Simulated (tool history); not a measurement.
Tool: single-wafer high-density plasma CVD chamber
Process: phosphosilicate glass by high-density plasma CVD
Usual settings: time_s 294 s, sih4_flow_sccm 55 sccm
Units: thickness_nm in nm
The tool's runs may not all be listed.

run	day	time_s	sih4_flow_sccm	wafers since the last listed run	hours since the silane flow controller was replaced	hours since the gauge calibration	read-back reference wafer on the same gauge, thickness_nm	thickness_nm
1	0.000	294	55	0	3745.2	208.4	1780.491	1496.441
2	0.258	294	55	45	3751.4	214.6	1780.757	1498.997
3	0.783	294	55	92	3764.0	227.2	1780.263	1493.973
4	1.375	319	55	104	3778.2	241.4	1780.291	1616.192
5	1.638	331	55	46	3784.5	247.7	1779.797	1684.680
6	2.038	294	55	70	3794.1	257.3	1780.238	1492.532
7	2.625	294	55	103	3808.2	271.4	1778.949	1494.385
8	3.196	294	55	100	3821.9	285.1	1780.178	1492.572
9	3.662	294	55	82	3833.1	296.3	1780.124	1494.019
10	4.000	294	55	59	3841.2	304.4	1781.410	1493.501
11	4.571	294	55	100	3854.9	318.1	1780.425	1494.677
12	4.917	311	58	61	3863.2	326.4	1779.954	1654.797
13	5.492	294	64	101	3877.0	340.2	1779.603	1692.878
# day 5.796: gauge calibrated
14	6.038	235	52	96	3890.1	5.8	1780.239	1140.092
15	6.717	294	50	119	3906.4	22.1	1781.200	1386.200
# day 7.096: silane flow controller replaced
16	8.908	346	64	328	43.5	74.7	1779.701	1995.487
17	9.183	327	45	48	50.1	81.3	1780.794	1419.482
18	9.696	346	48	90	62.4	93.6	1779.362	1581.509
19	10.150	235	52	80	73.3	104.5	1778.475	1141.402
20	10.838	348	59	121	89.8	121.0	1780.350	1873.580
21	11.238	261	52	70	99.4	130.6	1780.139	1266.166
22	11.762	294	55	92	112.0	143.2	1779.898	1498.779

Forecast each of these 4 alternatives for the next run:
A	11.783	294	55	3	112.5	143.7	?	?
B	11.783	313	64	3	112.5	143.7	?	?
C	11.783	325	63	3	112.5	143.7	?	?
D	11.783	311	45	3	112.5	143.7	?	?

run	read-back reference wafer on the same gauge, thickness_nm	thickness_nm
A	1781.204	1497.532
B	1781.204	1805.305
C	1781.204	1850.176
D	1781.204	1351.185
Without the tool's hidden state the same runs would have given:
run	thickness_nm
A	1497.532
B	1805.305
C	1850.176
D	1351.185
